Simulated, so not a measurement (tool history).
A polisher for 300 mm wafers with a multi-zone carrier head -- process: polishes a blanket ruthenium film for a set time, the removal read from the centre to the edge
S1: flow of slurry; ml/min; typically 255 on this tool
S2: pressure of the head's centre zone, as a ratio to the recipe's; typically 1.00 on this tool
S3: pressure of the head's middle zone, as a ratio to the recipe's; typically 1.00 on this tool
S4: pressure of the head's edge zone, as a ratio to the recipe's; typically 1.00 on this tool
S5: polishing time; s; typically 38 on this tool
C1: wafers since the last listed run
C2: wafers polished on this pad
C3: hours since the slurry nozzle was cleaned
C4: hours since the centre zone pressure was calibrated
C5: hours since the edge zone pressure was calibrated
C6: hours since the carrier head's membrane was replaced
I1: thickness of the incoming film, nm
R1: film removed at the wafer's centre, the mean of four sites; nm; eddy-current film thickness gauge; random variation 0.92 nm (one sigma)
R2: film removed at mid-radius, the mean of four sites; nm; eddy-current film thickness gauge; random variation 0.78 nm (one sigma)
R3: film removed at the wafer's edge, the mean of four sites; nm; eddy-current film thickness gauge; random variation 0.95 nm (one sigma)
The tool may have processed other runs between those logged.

run 1 hour=0.0 | S1=255 S2=1.00 S3=1.00 S4=1.00 S5=38 | C1=0 C2=1172 C3=522.9 C4=233.3 C5=717.2 C6=844.4 | I1=475.0 | R1=65.1 R2=64.9 R3=64.4
-- hour=33.2 edge zone pressure recalibrated
-- hour=203.6 slurry nozzle cleaned
run 2 hour=230.2 | S1=255 S2=1.09 S3=1.00 S4=1.03 S5=38 | C1=1821 C2=2993 C3=26.6 C4=463.5 C5=197.0 C6=1074.6 | I1=481.4 | R1=68.0 R2=65.4 R3=67.7
-- hour=248.4 carrier head's membrane replaced by a new one
run 3 hour=301.9 | S1=255 S2=1.09 S3=1.00 S4=1.03 S5=38 | C1=534 C2=3528 C3=98.3 C4=535.2 C5=268.7 C6=53.5 | I1=485.1 | R1=68.9 R2=65.1 R3=67.2
run 4 hour=376.6 | S1=255 S2=0.90 S3=1.00 S4=1.00 S5=38 | C1=598 C2=4127 C3=173.0 C4=609.9 C5=343.4 C6=128.2 | I1=486.3 | R1=60.9 R2=65.5 R3=66.2
-- hour=468.0 centre zone pressure recalibrated
run 5 hour=468.5 | S1=330 S2=1.00 S3=1.07 S4=0.92 S5=43 | C1=720 C2=4848 C3=264.9 C4=0.5 C5=435.3 C6=220.1 | I1=481.2 | R1=76.1 R2=79.5 R3=73.2
run 6 hour=533.9 | S1=280 S2=0.93 S3=1.00 S4=1.00 S5=38 | C1=524 C2=5372 C3=330.3 C4=65.9 C5=500.7 C6=285.5 | I1=477.1 | R1=61.4 R2=65.7 R3=66.4
run 7 hour=577.8 | S1=230 S2=0.94 S3=1.00 S4=0.96 S5=41 | C1=351 C2=5724 C3=374.2 C4=109.8 C5=544.6 C6=329.4 | I1=483.5 | R1=64.4 R2=69.8 R3=69.5
-- hour=657.7 worn pad replaced by a new one
run 8 hour=665.9 | S1=255 S2=0.97 S3=1.00 S4=1.00 S5=38 | C1=674 C2=66 C3=462.3 C4=197.9 C5=632.7 C6=417.5 | I1=481.5 | R1=62.7 R2=64.4 R3=67.4
run 9 hour=740.5 | S1=310 S2=0.93 S3=1.00 S4=1.04 S5=46 | C1=598 C2=664 C3=536.9 C4=272.5 C5=707.3 C6=492.1 | I1=480.3 | R1=75.4 R2=80.1 R3=83.3
-- hour=778.6 edge zone pressure recalibrated
run 10 hour=796.0 | S1=210 S2=1.00 S3=1.00 S4=1.00 S5=38 | C1=428 C2=1093 C3=592.4 C4=328.0 C5=17.4 C6=547.6 | I1=479.0 | R1=60.7 R2=63.6 R3=63.7
run 11 hour=898.4 | S1=255 S2=1.00 S3=1.00 S4=1.00 S5=38 | C1=820 C2=1914 C3=694.8 C4=430.4 C5=119.8 C6=650.0 | I1=479.4 | R1=65.4 R2=64.4 R3=66.6
-- hour=947.5 slurry nozzle cleaned
run 12 hour=974.9 | S1=310 S2=1.00 S3=0.90 S4=0.95 S5=38 | C1=605 C2=2519 C3=27.4 C4=506.9 C5=196.3 C6=726.5 | I1=485.7 | R1=68.0 R2=62.3 R3=66.6
run 13 hour=1072.9 | S1=255 S2=1.00 S3=1.00 S4=1.00 S5=38 | C1=785 C2=3304 C3=125.4 C4=604.9 C5=294.3 C6=824.5 | I1=487.4 | R1=62.7 R2=64.9 R3=68.6
run 14 hour=1166.2 | S1=255 S2=1.00 S3=1.00 S4=1.00 S5=50 | C1=747 C2=4052 C3=218.7 C4=698.2 C5=387.6 C6=917.8 | I1=482.9 | R1=85.2 R2=85.3 R3=87.0
run 15 hour=1264.9 | S1=230 S2=0.94 S3=1.00 S4=0.96 S5=41 | C1=791 C2=4844 C3=317.4 C4=796.9 C5=486.3 C6=1016.5 | I1=481.0 | R1=65.9 R2=68.1 R3=70.3
-- hour=1336.3 centre zone pressure recalibrated
run 16 hour=1348.6 | S1=255 S2=1.00 S3=1.00 S4=1.08 S5=38 | C1=654 C2=5499 C3=401.1 C4=12.3 C5=570.0 C6=1100.2 | I1=476.0 | R1=63.1 R2=64.7 R3=69.4
run 17 hour=1416.6 | S1=255 S2=1.00 S3=1.00 S4=0.93 S5=31 | C1=545 C2=6044 C3=469.1 C4=80.3 C5=638.0 C6=1168.2 | I1=476.3 | R1=51.5 R2=53.1 R3=53.3
-- hour=1437.4 carrier head's membrane replaced by a new one
-- hour=1442.5 worn pad replaced by a new one
run 18 hour=1463.2 | S1=255 S2=1.00 S3=1.00 S4=1.00 S5=38 | C1=301 C2=166 C3=515.7 C4=126.9 C5=684.6 C6=25.8 | I1=489.9 | R1=64.6 R2=65.8 R3=67.8
run 19 hour=1555.8 | S1=255 S2=1.00 S3=0.91 S4=1.00 S5=50 | C1=742 C2=908 C3=608.3 C4=219.5 C5=777.2 C6=118.4 | I1=484.2 | R1=83.6 R2=78.0 R3=87.6
-- hour=1591.3 edge zone pressure recalibrated
run 20 hour=1624.5 | S1=255 S2=0.96 S3=1.00 S4=1.00 S5=38 | C1=534 C2=1443 C3=677.0 C4=288.2 C5=33.2 C6=187.1 | I1=479.9 | R1=62.5 R2=64.2 R3=68.2

The next listed run, before its measurement:
-- hour=1720.8 slurry nozzle cleaned
run 21 hour=1731.7 | S1=315 S2=1.00 S3=1.00 S4=1.00 S5=32 | C1=851 C2=2294 C3=10.9 C4=395.4 C5=140.4 C6=294.3 | I1=484.8 | R1=? R2=? R3=?

{"run 21": {"R1": 55.2, "R2": 56.6, "R3": 55.3}}
Take away the tool's hidden state, keep the run-to-run variation as it was, and the same run would have given R1 55.2 nm, R2 56.6 nm, R3 55.3 nm.

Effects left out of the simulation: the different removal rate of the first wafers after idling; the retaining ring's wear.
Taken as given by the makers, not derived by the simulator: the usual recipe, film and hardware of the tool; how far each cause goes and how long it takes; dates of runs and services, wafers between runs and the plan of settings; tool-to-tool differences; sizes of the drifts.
